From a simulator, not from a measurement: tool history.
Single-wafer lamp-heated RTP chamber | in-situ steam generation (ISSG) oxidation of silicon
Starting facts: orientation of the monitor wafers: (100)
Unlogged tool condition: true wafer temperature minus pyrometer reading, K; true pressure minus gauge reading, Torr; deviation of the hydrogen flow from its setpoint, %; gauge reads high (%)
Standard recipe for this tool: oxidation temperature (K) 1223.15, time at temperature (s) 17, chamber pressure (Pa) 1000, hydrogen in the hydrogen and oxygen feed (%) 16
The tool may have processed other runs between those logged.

run   hour  oxidation temperature (K)  time at temperature (s)  chamber pressure (Pa)  hydrogen in the hydrogen and oxygen feed (%)  wafers since the last listed run  wafers since the last pyrometer calibration  hours since the pressure gauge was zeroed  hours since the hydrogen flow controller was replaced  hours since the gauge calibration  read-back reference wafer on the same gauge, thickness  oxide thickness on the monitor wafer (Å)
  1    0.0                    1235.15                       18                   1000                                            16                                 0                                          360                                     2731.7                                                 4834.4                               70.7                                                   4.299                                     40.01
  2    8.5                    1235.15                       18                   1000                                            16                               161                                          521                                     2740.2                                                 4842.9                               79.2                                                   4.297                                     40.07
  3   21.3                    1223.15                       17                   1000                                            16                               242                                          764                                     2753.0                                                 4855.7                               92.0                                                   4.302                                     38.05
  4   58.0                    1223.15                       17                   1000                                            16                               695                                         1460                                     2789.7                                                 4892.4                              128.7                                                   4.295                                     38.35
  5   65.8                    1223.15                       17                   1000                                            16                               147                                         1608                                     2797.5                                                 4900.2                              136.5                                                   4.299                                     38.13
      74.4  -- pyrometer window cleaned and pyrometer calibrated
      86.4  -- hydrogen flow controller replaced
      93.4  -- pressure gauge zeroed
  6   93.9                    1223.15                       17                   1000                                            21                                97                                           85                                        0.5                                                    7.5                              164.6                                                   4.300                                     40.50
  7   97.8                    1223.15                       17                   1000                                            21                                73                                          159                                        4.4                                                   11.4                              168.5                                                   4.295                                     40.23
  8  107.8                    1223.15                       21                   1000                                            16                               189                                          349                                       14.4                                                   21.4                              178.5                                                   4.298                                     41.01
     108.4  -- gauge calibrated
  9  121.2                    1215.15                       17                   1000                                            21                               254                                          603                                       27.8                                                   34.8                               12.8                                                   4.294                                     39.44
 10  130.9                    1223.15                       15                   1093                                            22                               183                                          787                                       37.5                                                   44.5                               22.5                                                   4.300                                     39.02
     153.2  -- pyrometer window cleaned and pyrometer calibrated
 11  153.7                    1223.15                       17                   1000                                            16                               280                                            9                                       60.3                                                   67.3                               45.3                                                   4.297                                     37.41
 12  156.6                    1234.15                       17                   1000                                            16                                54                                           64                                       63.2                                                   70.2                               48.2                                                   4.298                                     38.88
 13  165.3                    1215.15                       17                    920                                            11                               164                                          229                                       71.9                                                   78.9                               56.9                                                   4.300                                     33.74
 14  176.8                    1231.15                       11                   1107                                            16                               218                                          447                                       83.4                                                   90.4                               68.4                                                   4.297                                     32.44
 15  186.6                    1228.15                       22                    920                                            23                               185                                          632                                       93.2                                                  100.2                               78.2                                                   4.301                                     46.15
 16  199.0                    1223.15                       17                   1147                                            11                               235                                          868                                      105.6                                                  112.6                               90.6                                                   4.298                                     35.05

Here are 5 independent what-if runs from the current tool condition. What would each one return?
  A  199.4                    1223.15                       17                   1000                                            16                                 7                                          875                                      106.0                                                  113.0                               91.0                                                       ?                                         ?
  B  199.4                    1217.15                       14                   1000                                            16                                 7                                          875                                      106.0                                                  113.0                               91.0                                                       ?                                         ?
  C  199.4                    1216.15                       17                   1000                                            20                                 7                                          875                                      106.0                                                  113.0                               91.0                                                       ?                                         ?
  D  199.4                    1242.15                       14                   1000                                            16                                 7                                          875                                      106.0                                                  113.0                               91.0                                                       ?                                         ?
  E  199.4                    1205.15                       15                    920                                            11                                 7                                          875                                      106.0                                                  113.0                               91.0                                                       ?                                         ?

run  read-back reference wafer on the same gauge, thickness  oxide thickness on the monitor wafer (Å)
  A                                                   4.300                                     38.08
  B                                                   4.300                                     34.70
  C                                                   4.300                                     39.33
  D                                                   4.300                                     37.18
  E                                                   4.300                                     31.60
Stripped of hidden state, with their random variation kept, the same runs would have yielded:
run  oxide thickness on the monitor wafer (Å)
  A                                     37.71
  B                                     34.40
  C                                     38.96
  D                                     36.80
  E                                     31.34

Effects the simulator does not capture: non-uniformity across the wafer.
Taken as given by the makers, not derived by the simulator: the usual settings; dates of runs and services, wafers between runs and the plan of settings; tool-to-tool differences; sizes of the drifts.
